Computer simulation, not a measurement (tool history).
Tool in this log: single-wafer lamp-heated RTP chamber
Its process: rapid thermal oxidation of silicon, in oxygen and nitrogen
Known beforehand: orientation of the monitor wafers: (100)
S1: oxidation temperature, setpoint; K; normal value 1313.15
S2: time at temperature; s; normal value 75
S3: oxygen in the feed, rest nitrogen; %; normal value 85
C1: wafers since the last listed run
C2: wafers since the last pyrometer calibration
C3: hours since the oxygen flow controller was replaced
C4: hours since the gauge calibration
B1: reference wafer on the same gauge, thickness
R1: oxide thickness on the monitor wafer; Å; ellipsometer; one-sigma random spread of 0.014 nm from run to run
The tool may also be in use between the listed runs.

{"run": 1, "hour": 0.0, "S1": 1313.15, "S2": 75, "S3": 85, "C1": 0, "C2": 2364, "C3": 5727.4, "C4": 16.7, "B1": 9.563, "R1": 93.57}
{"run": 2, "hour": 38.1, "S1": 1313.15, "S2": 75, "S3": 85, "C1": 201, "C2": 2566, "C3": 5765.5, "C4": 54.8, "B1": 9.572, "R1": 93.67}
{"run": 3, "hour": 84.6, "S1": 1313.15, "S2": 75, "S3": 85, "C1": 246, "C2": 2812, "C3": 5812.0, "C4": 101.3, "B1": 9.572, "R1": 93.69}
{"run": 4, "hour": 109.6, "S1": 1313.15, "S2": 75, "S3": 98, "C1": 132, "C2": 2945, "C3": 5837.0, "C4": 126.3, "B1": 9.573, "R1": 98.61}
{"run": 5, "hour": 177.0, "S1": 1313.15, "S2": 75, "S3": 98, "C1": 357, "C2": 3302, "C3": 5904.4, "C4": 193.7, "B1": 9.57, "R1": 98.88}
{"run": 6, "hour": 218.3, "S1": 1313.15, "S2": 75, "S3": 98, "C1": 218, "C2": 3521, "C3": 5945.7, "C4": 235.0, "B1": 9.573, "R1": 98.86}
{"run": 7, "hour": 255.6, "S1": 1336.15, "S2": 75, "S3": 85, "C1": 197, "C2": 3718, "C3": 5983.0, "C4": 272.3, "B1": 9.567, "R1": 110.08}
{"run": 8, "hour": 317.8, "S1": 1313.15, "S2": 75, "S3": 85, "C1": 329, "C2": 4048, "C3": 6045.2, "C4": 334.5, "B1": 9.567, "R1": 94.22}
{"run": 9, "hour": 373.9, "S1": 1313.15, "S2": 75, "S3": 85, "C1": 297, "C2": 4345, "C3": 6101.3, "C4": 390.6, "B1": 9.573, "R1": 94.3}
{"run": 10, "hour": 420.8, "S1": 1313.15, "S2": 75, "S3": 85, "C1": 248, "C2": 4594, "C3": 6148.2, "C4": 437.5, "B1": 9.573, "R1": 94.38}
{"hour": 450.7, "done": "gauge calibrated"}
{"run": 11, "hour": 489.9, "S1": 1313.15, "S2": 75, "S3": 85, "C1": 366, "C2": 4960, "C3": 6217.3, "C4": 39.2, "B1": 9.572, "R1": 94.5}
{"run": 12, "hour": 542.6, "S1": 1313.15, "S2": 60, "S3": 85, "C1": 279, "C2": 5239, "C3": 6270.0, "C4": 91.9, "B1": 9.566, "R1": 85.82}
{"run": 13, "hour": 588.4, "S1": 1313.15, "S2": 62, "S3": 98, "C1": 242, "C2": 5482, "C3": 6315.8, "C4": 137.7, "B1": 9.571, "R1": 91.6}
{"hour": 614.3, "done": "oxygen flow controller replaced"}
{"run": 14, "hour": 627.5, "S1": 1313.15, "S2": 75, "S3": 85, "C1": 164, "C2": 5647, "C3": 13.2, "C4": 176.8, "B1": 9.574, "R1": 95.12}
{"run": 15, "hour": 683.7, "S1": 1313.15, "S2": 75, "S3": 85, "C1": 297, "C2": 5945, "C3": 69.4, "C4": 233.0, "B1": 9.571, "R1": 95.21}
{"run": 16, "hour": 730.0, "S1": 1313.15, "S2": 75, "S3": 85, "C1": 245, "C2": 6190, "C3": 115.7, "C4": 279.3, "B1": 9.569, "R1": 95.51}
{"run": 17, "hour": 782.5, "S1": 1328.15, "S2": 75, "S3": 75, "C1": 278, "C2": 6468, "C3": 168.2, "C4": 331.8, "B1": 9.57, "R1": 101.14}
{"hour": 793.9, "done": "pyrometer window cleaned and pyrometer calibrated"}
{"run": 18, "hour": 824.7, "S1": 1313.15, "S2": 43, "S3": 85, "C1": 181, "C2": 163, "C3": 210.4, "C4": 374.0, "B1": 9.566, "R1": 72.97}
{"run": 19, "hour": 892.3, "S1": 1313.15, "S2": 75, "S3": 85, "C1": 358, "C2": 521, "C3": 278.0, "C4": 441.6, "B1": 9.577, "R1": 93.43}
{"hour": 938.1, "done": "gauge calibrated"}
{"run": 20, "hour": 945.7, "S1": 1333.15, "S2": 51, "S3": 71, "C1": 282, "C2": 804, "C3": 331.4, "C4": 7.6, "B1": 9.569, "R1": 84.49}
{"run": 21, "hour": 977.3, "S1": 1296.15, "S2": 75, "S3": 85, "C1": 167, "C2": 971, "C3": 363.0, "C4": 39.2, "B1": 9.57, "R1": 83.04}
{"run": 22, "hour": 1031.0, "S1": 1286.15, "S2": 107, "S3": 85, "C1": 284, "C2": 1256, "C3": 416.7, "C4": 92.9, "B1": 9.565, "R1": 90.53}
{"run": 23, "hour": 1064.2, "S1": 1325.15, "S2": 89, "S3": 98, "C1": 175, "C2": 1432, "C3": 449.9, "C4": 126.1, "B1": 9.576, "R1": 115.14}

Below, some changes in R1 between adjacent runs. For each, the amount present without the hidden state too (settings, incoming material, random variation) and the amount remaining for the hidden state with gauge scatter not shared by both compared results:
The tool's hidden condition here consists of: true wafer temperature minus pyrometer reading, K; deviation of the oxygen flow from its setpoint, %; gauge reads high (%).
Run 16 -> 17: S1 1313.15 -> 1328.15, S3 85 -> 75. R1 +5.63 Å: hidden state +0.24, all else +5.39.
Run 17 -> 18: S1 1328.15 -> 1313.15, S2 75 -> 43, S3 75 -> 85, pyrometer window cleaned and pyrometer calibrated. R1 -28.17 Å: hidden state -2.19, all else -25.98.
Run 22 -> 23: S1 1286.15 -> 1325.15, S2 107 -> 89, S3 85 -> 98. R1 +24.61 Å: hidden state +0.07, all else +24.54.

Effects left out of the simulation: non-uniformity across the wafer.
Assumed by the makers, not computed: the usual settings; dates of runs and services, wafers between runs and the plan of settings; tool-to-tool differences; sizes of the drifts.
